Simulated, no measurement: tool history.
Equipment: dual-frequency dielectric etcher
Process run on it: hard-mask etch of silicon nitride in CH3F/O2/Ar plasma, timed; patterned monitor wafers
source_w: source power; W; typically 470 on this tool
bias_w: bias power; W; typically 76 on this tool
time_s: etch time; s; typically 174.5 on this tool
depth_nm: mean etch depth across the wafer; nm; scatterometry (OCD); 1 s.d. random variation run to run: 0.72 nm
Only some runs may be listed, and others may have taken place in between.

run,hour,source_w,bias_w,time_s,wafers since the last listed run,hours since the last wet clean,hours since the last source power generator calibration,hours since the last bias power generator calibration,hours since the last upper electrode change,hours since the gauge calibration,"read-back reference wafer on the same gauge, depth_nm",depth_nm
1,0,470,71,174.5,0,173.4,2583.2,1893.6,5239.6,244.6,145.3,124.7
2,14.6,470,71,174.5,83,188,2597.8,1908.2,5254.2,259.2,144.9,124.4
# hour 42.5: gauge calibrated
3,91.8,410,76,209,440,265.2,2675,1985.4,5331.4,49.3,145,143.5
4,119.7,410,76,209,159,293.1,2702.9,2013.3,5359.3,77.2,144.9,142.4
5,149.7,470,76,174.5,171,323.1,2732.9,2043.3,5389.3,107.2,145,124.7
# hour 204.1: wet clean of the chamber
6,204.6,470,76,174.5,176,0.5,2787.8,2098.2,5444.2,162.1,145.3,130.2
7,213.8,470,76,174.5,52,9.7,2797,2107.4,5453.4,171.3,144.7,130.5
# hour 228.9: source power generator calibrated
8,230.9,470,76,174.5,74,26.8,2,2124.5,5470.5,188.4,144.9,130.3
# hour 252.5: bias power generator calibrated
9,258.3,470,76,174.5,133,54.2,29.4,5.8,5497.9,215.8,144.9,129.5
# hour 276.6: gauge calibrated
# hour 289.1: upper electrode replaced, of another model than before
10,289.6,590,89,206.5,41,85.5,60.7,37.1,0.5,13,145.2,185.5
11,319.2,420,68,218.5,168,115.1,90.3,66.7,30.1,42.6,145.3,144.7
12,353.9,470,76,174.5,197,149.8,125,101.4,64.8,77.3,145,127.4
13,389.2,520,90,140,201,185.1,160.3,136.7,100.1,112.6,144.9,117.1
14,408.9,470,57,143,112,204.8,180,156.4,119.8,132.3,145,88.8
15,433.1,470,76,174.5,137,229,204.2,180.6,144,156.5,144.5,127.5
16,457.7,430,84,135,140,253.6,228.8,205.2,168.6,181.1,145,98.5
17,471.6,470,84,174.5,79,267.5,242.7,219.1,182.5,195,145.3,132.4
18,492.4,520,76,174.5,118,288.3,263.5,239.9,203.3,215.8,145.1,133.8

Branching from run 18: 3 alternative next runs. What would each branch give?
A,492.9,470,91,174.5,2,288.8,264,240.4,203.8,216.3,?,?
B,492.9,470,93,136.5,2,288.8,264,240.4,203.8,216.3,?,?
C,492.9,470,76,127.5,2,288.8,264,240.4,203.8,216.3,?,?

run,"read-back reference wafer on the same gauge, depth_nm",depth_nm
A,145.4,139.3
B,145.4,110.2
C,145.4,92.8
Stripped of hidden state, with their random variation kept, the same runs would have yielded:
run,depth_nm
A,144.3
B,114.1
C,96.1
